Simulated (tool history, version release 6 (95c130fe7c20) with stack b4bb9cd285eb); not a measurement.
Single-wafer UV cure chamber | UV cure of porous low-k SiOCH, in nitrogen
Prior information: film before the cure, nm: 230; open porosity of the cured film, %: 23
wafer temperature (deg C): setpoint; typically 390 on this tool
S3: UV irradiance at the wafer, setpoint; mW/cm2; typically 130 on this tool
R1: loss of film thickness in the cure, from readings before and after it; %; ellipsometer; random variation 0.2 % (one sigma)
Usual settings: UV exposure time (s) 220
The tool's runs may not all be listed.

run 1 day=0.000 | wafer_temperature_(deg_C)=390 UV_exposure_time_(s)=220 S3=130 | R1=12.014
run 2 day=2.012 | wafer_temperature_(deg_C)=390 UV_exposure_time_(s)=220 S3=130 | R1=12.226
run 3 day=4.217 | wafer_temperature_(deg_C)=390 UV_exposure_time_(s)=220 S3=130 | R1=11.866
run 4 day=6.967 | wafer_temperature_(deg_C)=382 UV_exposure_time_(s)=220 S3=141 | R1=11.930
run 5 day=9.383 | wafer_temperature_(deg_C)=390 UV_exposure_time_(s)=220 S3=117 | R1=11.060
run 6 day=12.262 | wafer_temperature_(deg_C)=390 UV_exposure_time_(s)=220 S3=117 | R1=10.879
run 7 day=13.654 | wafer_temperature_(deg_C)=390 UV_exposure_time_(s)=220 S3=117 | R1=10.757
run 8 day=16.492 | wafer_temperature_(deg_C)=390 UV_exposure_time_(s)=220 S3=130 | R1=10.825
-- day=17.321 UV bulbs replaced
run 9 day=17.654 | wafer_temperature_(deg_C)=390 UV_exposure_time_(s)=220 S3=130 | R1=13.033
run 10 day=19.950 | wafer_temperature_(deg_C)=390 UV_exposure_time_(s)=220 S3=130 | R1=13.109
run 11 day=21.938 | wafer_temperature_(deg_C)=390 UV_exposure_time_(s)=220 S3=130 | R1=12.739
run 12 day=24.646 | wafer_temperature_(deg_C)=375 UV_exposure_time_(s)=220 S3=150 | R1=12.931
-- day=26.362 quartz window cleaned
run 13 day=27.533 | wafer_temperature_(deg_C)=379 UV_exposure_time_(s)=95 S3=146 | R1=9.874
run 14 day=30.075 | wafer_temperature_(deg_C)=390 UV_exposure_time_(s)=220 S3=130 | R1=13.115
run 15 day=31.917 | wafer_temperature_(deg_C)=390 UV_exposure_time_(s)=220 S3=130 | R1=13.245
run 16 day=34.196 | wafer_temperature_(deg_C)=409 UV_exposure_time_(s)=170 S3=150 | R1=12.943
run 17 day=35.358 | wafer_temperature_(deg_C)=408 UV_exposure_time_(s)=120 S3=114 | R1=9.774
run 18 day=37.275 | wafer_temperature_(deg_C)=400 UV_exposure_time_(s)=220 S3=130 | R1=13.146
run 19 day=39.754 | wafer_temperature_(deg_C)=407 UV_exposure_time_(s)=290 S3=116 | R1=13.633
run 20 day=42.067 | wafer_temperature_(deg_C)=401 UV_exposure_time_(s)=150 S3=109 | R1=10.211
run 21 day=45.033 | wafer_temperature_(deg_C)=402 UV_exposure_time_(s)=220 S3=130 | R1=12.568
run 22 day=47.262 | wafer_temperature_(deg_C)=390 UV_exposure_time_(s)=320 S3=165 | R1=15.006

3 options for the next run, each taken on its own from the tool as it stands now. Forecast them:
run A day=47.283 | wafer_temperature_(deg_C)=390 UV_exposure_time_(s)=220 S3=130 | R1=?
run B day=47.283 | wafer_temperature_(deg_C)=390 UV_exposure_time_(s)=220 S3=98 | R1=?
run C day=47.283 | wafer_temperature_(deg_C)=390 UV_exposure_time_(s)=340 S3=130 | R1=?

run=A R1=11.941
run=B R1=10.646
run=C R1=14.013
Without the tool's unlogged condition, the same runs would have read:
run=A R1=13.585
run=B R1=12.242
run=C R1=15.714
